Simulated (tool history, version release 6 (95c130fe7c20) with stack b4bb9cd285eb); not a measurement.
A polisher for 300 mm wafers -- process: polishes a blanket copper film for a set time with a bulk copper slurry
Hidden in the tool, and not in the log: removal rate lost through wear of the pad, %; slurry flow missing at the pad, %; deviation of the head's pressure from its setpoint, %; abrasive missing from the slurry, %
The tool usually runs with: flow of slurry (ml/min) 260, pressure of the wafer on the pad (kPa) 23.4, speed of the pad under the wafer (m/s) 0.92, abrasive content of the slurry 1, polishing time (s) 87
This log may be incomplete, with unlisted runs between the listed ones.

| run | hour | flow of slurry (ml/min) | pressure of the wafer on the pad (kPa) | speed of the pad under the wafer (m/s) | abrasive content of the slurry | polishing time (s) | wafers since the last listed run | wafers polished on this pad | hours since the slurry nozzle was cleaned | hours since the head pressure was calibrated | hours since the slurry blender was calibrated | incoming thickness of the incoming film, nm | film removed (nm) |
|---|---|---|---|---|---|---|---|---|---|---|---|---|---|
| 1 | 0 | 260 | 23.4 | 0.92 | 1 | 87 | 0 | 709 | 212.5 | 1164.5 | 212.7 | 4408.3 | 778.2 |
| 2 | 26 | 260 | 25.5 | 0.92 | 1 | 87 | 217 | 927 | 238.5 | 1190.5 | 238.7 | 4365 | 770.3 |
|  | 33 | worn pad replaced by a new one |
| 3 | 55.4 | 260 | 25.5 | 0.92 | 1 | 87 | 212 | 187 | 267.9 | 1219.9 | 268.1 | 4448.7 | 877.8 |
| 4 | 90.5 | 260 | 25.5 | 0.92 | 1 | 87 | 294 | 482 | 303 | 1255 | 303.2 | 4395.5 | 843.8 |
|  | 95.4 | slurry blender recalibrated |
| 5 | 104.8 | 260 | 23.4 | 0.92 | 1 | 87 | 103 | 585 | 317.3 | 1269.3 | 9.4 | 4477.3 | 834.2 |
| 6 | 119 | 260 | 23.4 | 0.92 | 1 | 87 | 119 | 704 | 331.5 | 1283.5 | 23.6 | 4441.7 | 802.2 |
|  | 129.9 | worn pad replaced by a new one |
| 7 | 148.7 | 260 | 23.4 | 0.92 | 1 | 66 | 215 | 157 | 361.2 | 1313.2 | 53.3 | 4382.7 | 677.9 |
| 8 | 177.8 | 260 | 23.4 | 0.92 | 1 | 66 | 243 | 401 | 390.3 | 1342.3 | 82.4 | 4534.3 | 655.7 |
| 9 | 198.6 | 260 | 23.4 | 0.92 | 1.15 | 87 | 174 | 576 | 411.1 | 1363.1 | 103.2 | 4456.8 | 872.5 |
|  | 210.2 | slurry nozzle cleaned |
| 10 | 218.4 | 260 | 23.4 | 0.92 | 0.8 | 87 | 157 | 733 | 8.2 | 1382.9 | 123 | 4377.3 | 750.3 |
|  | 245.6 | worn pad replaced by a new one |
|  | 277.1 | head pressure recalibrated |
| 11 | 301.8 | 260 | 25.5 | 0.92 | 1 | 87 | 648 | 454 | 91.6 | 24.7 | 206.4 | 4353.4 | 874.4 |
| 12 | 326.3 | 260 | 23.4 | 0.8 | 0.8 | 87 | 205 | 659 | 116.1 | 49.2 | 230.9 | 4387.9 | 653.3 |
| 13 | 350 | 300 | 23.4 | 0.72 | 1.15 | 87 | 198 | 858 | 139.8 | 72.9 | 254.6 | 4407.2 | 618.5 |
|  | 354.6 | worn pad replaced by a new one |
| 14 | 379 | 260 | 15.9 | 0.92 | 1 | 73 | 209 | 204 | 168.8 | 101.9 | 283.6 | 4381.3 | 549.1 |
|  | 404.8 | slurry blender recalibrated |
| 15 | 414.9 | 350 | 23.4 | 0.92 | 1 | 87 | 284 | 488 | 204.7 | 137.8 | 10.1 | 4427.7 | 884.4 |
| 16 | 439.7 | 260 | 23.4 | 1.18 | 1 | 70 | 207 | 696 | 229.5 | 162.6 | 34.9 | 4414 | 858.7 |
|  | 456.3 | worn pad replaced by a new one |
| 17 | 468.3 | 260 | 23.4 | 0.92 | 1 | 87 | 206 | 100 | 258.1 | 191.2 | 63.5 | 4405.2 | 868.2 |
| 18 | 492.9 | 305 | 23.4 | 0.92 | 1 | 87 | 206 | 306 | 282.7 | 215.8 | 88.1 | 4458.5 | 872.2 |
| 19 | 514.2 | 260 | 23.4 | 1.18 | 1 | 70 | 178 | 485 | 304 | 237.1 | 109.4 | 4464.1 | 867.8 |

Hidden condition of the tool, last listed run before each entry between runs versus first listed run after:
Between runs 2 and 3: worn pad replaced by a new one (hour 33)
  removal rate lost through wear of the pad, %: 13.7 -> 1.99; abrasive missing from the slurry, %: 23.9 -> 26.5
  measured minus no-state result, film removed (nm): -188.9 -> -93.4
Between runs 4 and 5: slurry blender recalibrated (hour 95.4)
  removal rate lost through wear of the pad, %: 4.8 -> 6.65; abrasive missing from the slurry, %: 29.7 -> 2.08
  measured minus no-state result, film removed (nm): -128.7 -> -64.3
Between runs 6 and 7: worn pad replaced by a new one (hour 129.9)
  removal rate lost through wear of the pad, %: 8.9 -> 0.554; abrasive missing from the slurry, %: 3.37 -> 6.07
  measured minus no-state result, film removed (nm): -86.2 -> -15
Between runs 9 and 10: slurry nozzle cleaned (hour 210.2)
  removal rate lost through wear of the pad, %: 4.93 -> 8.05; abrasive missing from the slurry, %: 10.6 -> 12.4
  measured minus no-state result, film removed (nm): -73 -> -93.4
Between runs 10 and 11: worn pad replaced by a new one (hour 245.6); head pressure recalibrated (hour 277.1)
  removal rate lost through wear of the pad, %: 8.05 -> 3.82; abrasive missing from the slurry, %: 12.4 -> 20
  measured minus no-state result, film removed (nm): -93.4 -> -89.2
Between runs 13 and 14: worn pad replaced by a new one (hour 354.6)
  removal rate lost through wear of the pad, %: 11.6 -> 1.55; abrasive missing from the slurry, %: 24.4 -> 27
  measured minus no-state result, film removed (nm): -135.2 -> -56.7
Between runs 14 and 15: slurry blender recalibrated (hour 404.8)
  removal rate lost through wear of the pad, %: 1.55 -> 4.59; abrasive missing from the slurry, %: 27 -> 3.28
  measured minus no-state result, film removed (nm): -56.7 -> -50.6
Between runs 16 and 17: worn pad replaced by a new one (hour 456.3)
  removal rate lost through wear of the pad, %: 8.2 -> 1.8; abrasive missing from the slurry, %: 5.53 -> 8.13
  measured minus no-state result, film removed (nm): -90.6 -> -35.6
